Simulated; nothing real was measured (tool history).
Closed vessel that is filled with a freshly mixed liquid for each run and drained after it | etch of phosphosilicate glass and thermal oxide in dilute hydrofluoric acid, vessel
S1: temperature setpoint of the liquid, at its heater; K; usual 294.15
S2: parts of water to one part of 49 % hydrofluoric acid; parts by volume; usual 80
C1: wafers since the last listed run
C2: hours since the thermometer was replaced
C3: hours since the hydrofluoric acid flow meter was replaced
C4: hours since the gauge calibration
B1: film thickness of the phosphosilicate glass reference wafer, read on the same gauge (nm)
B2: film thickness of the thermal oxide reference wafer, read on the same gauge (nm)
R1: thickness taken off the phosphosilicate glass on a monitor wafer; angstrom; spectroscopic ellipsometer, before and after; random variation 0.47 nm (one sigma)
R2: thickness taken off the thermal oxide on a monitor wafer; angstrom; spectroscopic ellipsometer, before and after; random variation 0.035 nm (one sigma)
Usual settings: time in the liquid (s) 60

{"run": 1, "day": 0.0, "S1": 294.15, "S2": 80, "time in the liquid (s)": 60, "C1": 0, "C2": 2419.6, "C3": 792.1, "C4": 1526.6, "B1": 27.73, "B2": 83.258, "R1": 538.9, "R2": 30.4}
{"run": 2, "day": 2.738, "S1": 294.15, "S2": 80, "time in the liquid (s)": 70, "C1": 5077, "C2": 2485.3, "C3": 857.8, "C4": 1592.3, "B1": 27.73, "B2": 83.169, "R1": 637.3, "R2": 35.54}
{"run": 3, "day": 4.942, "S1": 294.15, "S2": 80, "time in the liquid (s)": 70, "C1": 4088, "C2": 2538.2, "C3": 910.7, "C4": 1645.2, "B1": 27.74, "B2": 83.163, "R1": 629.3, "R2": 35.73}
{"run": 4, "day": 8.179, "S1": 294.15, "S2": 80, "time in the liquid (s)": 70, "C1": 6005, "C2": 2615.9, "C3": 988.4, "C4": 1722.9, "B1": 27.73, "B2": 83.053, "R1": 629.6, "R2": 35.69}
{"run": 5, "day": 12.079, "S1": 295.65, "S2": 80, "time in the liquid (s)": 60, "C1": 7233, "C2": 2709.5, "C3": 1082.0, "C4": 1816.5, "B1": 27.66, "B2": 82.956, "R1": 572.4, "R2": 32.51}
{"run": 6, "day": 15.829, "S1": 295.65, "S2": 80, "time in the liquid (s)": 60, "C1": 6955, "C2": 2799.5, "C3": 1172.0, "C4": 1906.5, "B1": 27.6, "B2": 82.892, "R1": 573.3, "R2": 32.93}
{"run": 7, "day": 19.879, "S1": 294.15, "S2": 95, "time in the liquid (s)": 60, "C1": 7512, "C2": 2896.7, "C3": 1269.2, "C4": 2003.7, "B1": 27.65, "B2": 82.876, "R1": 455.4, "R2": 24.98}
{"run": 8, "day": 23.542, "S1": 294.15, "S2": 80, "time in the liquid (s)": 60, "C1": 6793, "C2": 2984.6, "C3": 1357.1, "C4": 2091.6, "B1": 27.6, "B2": 82.833, "R1": 538.6, "R2": 30.56}
{"day": 25.196, "done": "gauge calibrated"}
{"day": 26.892, "done": "thermometer replaced"}
{"run": 9, "day": 27.158, "S1": 294.15, "S2": 80, "time in the liquid (s)": 60, "C1": 6631, "C2": 6.4, "C3": 1443.9, "C4": 47.1, "B1": 29.69, "B2": 89.094, "R1": 579.2, "R2": 32.71}
{"day": 30.329, "done": "hydrofluoric acid flow meter replaced"}
{"run": 10, "day": 30.8, "S1": 294.15, "S2": 80, "time in the liquid (s)": 60, "C1": 6677, "C2": 93.8, "C3": 11.3, "C4": 134.5, "B1": 29.4, "B2": 88.217, "R1": 571.8, "R2": 32.59}
{"run": 11, "day": 34.221, "S1": 294.15, "S2": 50, "time in the liquid (s)": 80, "C1": 6345, "C2": 175.9, "C3": 93.4, "C4": 216.6, "B1": 29.18, "B2": 87.532, "R1": 1249.9, "R2": 71.66}
{"run": 12, "day": 36.2, "S1": 294.15, "S2": 50, "time in the liquid (s)": 80, "C1": 3671, "C2": 223.4, "C3": 140.9, "C4": 264.1, "B1": 29.06, "B2": 87.154, "R1": 1258.6, "R2": 72.12}
{"run": 13, "day": 38.683, "S1": 294.15, "S2": 50, "time in the liquid (s)": 80, "C1": 4606, "C2": 283.0, "C3": 200.5, "C4": 323.7, "B1": 28.91, "B2": 86.708, "R1": 1237.9, "R2": 70.2}
{"run": 14, "day": 43.071, "S1": 294.15, "S2": 80, "time in the liquid (s)": 60, "C1": 8138, "C2": 388.3, "C3": 305.8, "C4": 429.0, "B1": 28.67, "B2": 86.01, "R1": 567.5, "R2": 31.63}
{"run": 15, "day": 46.404, "S1": 297.15, "S2": 40, "time in the liquid (s)": 70, "C1": 6182, "C2": 468.3, "C3": 385.8, "C4": 509.0, "B1": 28.54, "B2": 85.517, "R1": 1561.7, "R2": 88.61}
{"run": 16, "day": 47.938, "S1": 294.15, "S2": 80, "time in the liquid (s)": 80, "C1": 2844, "C2": 505.1, "C3": 422.6, "C4": 545.8, "B1": 28.46, "B2": 85.365, "R1": 737.0, "R2": 41.81}
{"run": 17, "day": 50.867, "S1": 294.15, "S2": 80, "time in the liquid (s)": 40, "C1": 5433, "C2": 575.4, "C3": 492.9, "C4": 616.1, "B1": 28.34, "B2": 85.037, "R1": 374.6, "R2": 20.54}
{"run": 18, "day": 53.246, "S1": 294.15, "S2": 80, "time in the liquid (s)": 60, "C1": 4412, "C2": 632.5, "C3": 550.0, "C4": 673.2, "B1": 28.28, "B2": 84.773, "R1": 555.5, "R2": 30.93}
{"run": 19, "day": 54.838, "S1": 294.15, "S2": 95, "time in the liquid (s)": 40, "C1": 2952, "C2": 670.7, "C3": 588.2, "C4": 711.4, "B1": 28.2, "B2": 84.664, "R1": 303.6, "R2": 17.57}
{"run": 20, "day": 57.483, "S1": 297.15, "S2": 65, "time in the liquid (s)": 45, "C1": 4907, "C2": 734.2, "C3": 651.7, "C4": 774.9, "B1": 28.17, "B2": 84.39, "R1": 582.0, "R2": 32.68}
{"run": 21, "day": 59.971, "S1": 294.15, "S2": 80, "time in the liquid (s)": 75, "C1": 4613, "C2": 793.9, "C3": 711.4, "C4": 834.6, "B1": 28.04, "B2": 84.19, "R1": 693.4, "R2": 38.25}
{"run": 22, "day": 71.233, "S1": 298.15, "S2": 95, "time in the liquid (s)": 60, "C1": 20890, "C2": 1064.2, "C3": 981.7, "C4": 1104.9, "B1": 27.85, "B2": 83.484, "R1": 529.4, "R2": 29.82}
{"run": 23, "day": 73.175, "S1": 290.65, "S2": 105, "time in the liquid (s)": 60, "C1": 3601, "C2": 1110.8, "C3": 1028.3, "C4": 1151.5, "B1": 27.78, "B2": 83.348, "R1": 352.1, "R2": 19.15}
{"run": 24, "day": 75.358, "S1": 299.15, "S2": 95, "time in the liquid (s)": 30, "C1": 4049, "C2": 1163.2, "C3": 1080.7, "C4": 1203.9, "B1": 27.72, "B2": 83.249, "R1": 272.2, "R2": 15.28}
{"run": 25, "day": 77.817, "S1": 294.15, "S2": 80, "time in the liquid (s)": 30, "C1": 4559, "C2": 1222.2, "C3": 1139.7, "C4": 1262.9, "B1": 27.68, "B2": 83.154, "R1": 271.8, "R2": 15.31}
{"run": 26, "day": 81.75, "S1": 294.15, "S2": 80, "time in the liquid (s)": 60, "C1": 7295, "C2": 1316.6, "C3": 1234.1, "C4": 1357.3, "B1": 27.65, "B2": 83.063, "R1": 534.6, "R2": 30.05}

Measured less the same run without the tool's hidden state. The same run-to-run variation is in both; the gauge's scatter may not be:
The hidden state here: liquid hotter than its thermometer reads (K); hydrofluoric acid flow above the setpoint (%); gauge reads high (%).
run=1 R1=-43.6 R2=-2.46
run=2 R1=-52.2 R2=-2.91
run=3 R1=-52.0 R2=-2.95
run=4 R1=-52.5 R2=-2.98
run=5 R1=-48.4 R2=-2.75
run=6 R1=-48.9 R2=-2.81
run=7 R1=-39.2 R2=-2.14
run=8 R1=-46.7 R2=-2.64
run=9 R1=-6.0 R2=-0.34
run=10 R1=-11.6 R2=-0.66
run=11 R1=-35.8 R2=-2.05
run=12 R1=-41.6 R2=-2.39
run=13 R1=-47.3 R2=-2.68
run=14 R1=-26.4 R2=-1.47
run=15 R1=-81.1 R2=-4.60
run=16 R1=-39.9 R2=-2.27
run=17 R1=-21.9 R2=-1.20
run=18 R1=-34.2 R2=-1.90
run=19 R1=-19.3 R2=-1.12
run=20 R1=-38.7 R2=-2.16
run=21 R1=-47.8 R2=-2.64
run=22 R1=-41.3 R2=-2.33
run=23 R1=-28.0 R2=-1.52
run=24 R1=-21.9 R2=-1.23
run=25 R1=-22.3 R2=-1.26
run=26 R1=-44.9 R2=-2.52
